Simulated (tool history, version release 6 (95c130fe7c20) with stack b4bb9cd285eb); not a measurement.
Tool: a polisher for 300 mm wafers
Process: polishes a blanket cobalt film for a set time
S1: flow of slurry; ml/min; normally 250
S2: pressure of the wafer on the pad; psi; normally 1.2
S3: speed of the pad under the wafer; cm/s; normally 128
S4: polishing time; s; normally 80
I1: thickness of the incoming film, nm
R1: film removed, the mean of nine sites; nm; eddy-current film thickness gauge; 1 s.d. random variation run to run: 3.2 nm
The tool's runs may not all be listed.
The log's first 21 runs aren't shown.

Run 22, hour 333.2: usual settings but S1 310 ml/min, S2 1 psi, S3 98 cm/s, S4 107 s; I1 1248.1. Result: R1 320.1 nm.
Run 23, hour 341.8: usual settings but S1 165 ml/min, S2 1.6 psi; I1 1253.4. Result: R1 475.1 nm.
Run 24, hour 348.6: usual settings but S1 310 ml/min, S4 99 s; I1 1267.7. Result: R1 459.2 nm.
Run 25, hour 360.9: usual settings but S1 200 ml/min, S2 1.1 psi, S3 168 cm/s; I1 1278.1. Result: R1 429.7 nm.
Run 26, hour 378.8: usual settings but S3 96 cm/s, S4 54 s; I1 1252.2. Result: R1 180.6 nm.
Run 27, hour 396.5: usual settings but S2 1.6 psi, S3 94 cm/s; I1 1245.6. Result: R1 353.8 nm.
Run 28, hour 410.2: usual settings but S1 160 ml/min, S4 103 s; I1 1248.8. Result: R1 441.5 nm.
Run 29, hour 424: usual settings; I1 1260.6. Result: R1 357.7 nm.
At hour 431.2: worn pad replaced by a new one.
Run 30, hour 431.6: usual settings but S1 290 ml/min, S2 1 psi, S4 90 s; I1 1251.7. Result: R1 350 nm.
At hour 439.1: head pressure recalibrated.
Run 31, hour 444.6: usual settings but S3 168 cm/s; I1 1248. Result: R1 482.4 nm.
Run 32, hour 487.3: usual settings but S2 1.4 psi, S3 146 cm/s, S4 56 s; I1 1276.6. Result: R1 345.2 nm.
Run 33, hour 496.3: usual settings; I1 1266. Result: R1 369.1 nm.
Run 34, hour 531: usual settings but S4 92 s; I1 1275.9. Result: R1 419.2 nm.
Run 35, hour 541: usual settings but S1 330 ml/min; I1 1241.1. Result: R1 369.4 nm.
Run 36, hour 556.7: usual settings but S3 166 cm/s; I1 1249. Result: R1 468.4 nm.
Run 37, hour 567.4: usual settings but S2 1.4 psi; I1 1266.5. Result: R1 418.6 nm.
Run 38, hour 585.2: usual settings; I1 1241.4. Result: R1 354.2 nm.

Branching from run 38: 3 alternative next runs. What would each branch give?
Run A, hour 585.6: usual settings; I1 1267.5. Result: R1 ?.
Run B, hour 585.6: usual settings but S1 300 ml/min, S3 170 cm/s; I1 1267.5. Result: R1 ?.
Run C, hour 585.6: usual settings but S1 210 ml/min, S2 1.6 psi, S3 170 cm/s; I1 1267.5. Result: R1 ?.

run     R1
  A  356.5
  B  480.6
  C  621.4
What these runs would have given with no unlogged condition in the tool:
run     R1
  A  372.8
  B  502.6
  C  649.7

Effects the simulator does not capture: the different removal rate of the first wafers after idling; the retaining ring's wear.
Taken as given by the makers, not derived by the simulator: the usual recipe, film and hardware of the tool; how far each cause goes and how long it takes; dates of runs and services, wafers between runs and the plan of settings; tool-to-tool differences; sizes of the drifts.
